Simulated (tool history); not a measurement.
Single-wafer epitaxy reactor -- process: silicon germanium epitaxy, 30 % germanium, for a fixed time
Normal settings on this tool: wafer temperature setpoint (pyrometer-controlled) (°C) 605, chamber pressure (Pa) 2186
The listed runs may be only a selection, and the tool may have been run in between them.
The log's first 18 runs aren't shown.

run	hour	wafer temperature setpoint (pyrometer-controlled) (°C)	chamber pressure (Pa)	wafers since the last listed run	hours since the last pyrometer calibration	hours since the last manometer calibration	hours since the showerhead was replaced	hours since the gauge calibration	read-back reference wafer on the same gauge, thickness_nm	mean film thickness on the monitor wafer (angstrom)
19	432.6	605	2186	302	2668.9	114	78	175.2	69.892	663.08
20	464.8	601	2733	732	2701.1	146.2	110.2	207.4	69.899	665.44
21	478.9	605	2586	320	2715.2	160.3	124.3	221.5	69.875	705.07
22	498.3	605	1973	441	2734.6	179.7	143.7	240.9	69.909	644.22
23	515.8	620	2626	398	2752.1	197.2	161.2	258.4	69.898	917.16
# hour 524.9: pyrometer calibrated
24	539.5	605	2186	357	14.6	220.9	184.9	282.1	69.87	639.99
25	562.7	618	2600	528	37.8	244.1	208.1	305.3	69.904	855.28
26	586	601	2733	530	61.1	267.4	231.4	328.6	69.877	643.28
27	600.6	592	2400	332	75.7	282	246	343.2	69.924	524.21
28	614.2	605	2186	309	89.3	295.6	259.6	356.8	69.89	639.03
29	633.3	595	2546	434	108.4	314.7	278.7	375.9	69.919	565.99
30	694.2	594	2586	1386	169.3	375.6	339.6	436.8	69.921	559.32
31	713.9	597	2000	448	189	395.3	359.3	456.5	69.885	539.62
32	740.9	612	1947	614	216	422.3	386.3	483.5	69.89	699.68

Predict the results of run 33:
33	766.8	592	2413	589	241.9	448.2	412.2	509.4	?	?

Run 33 came out at read-back reference wafer on the same gauge, thickness_nm 69.935, mean film thickness on the monitor wafer (angstrom) 525.22.
On a tool with no hidden condition, and with the same random variation, this run would have come out at mean film thickness on the monitor wafer (angstrom) 520.31.
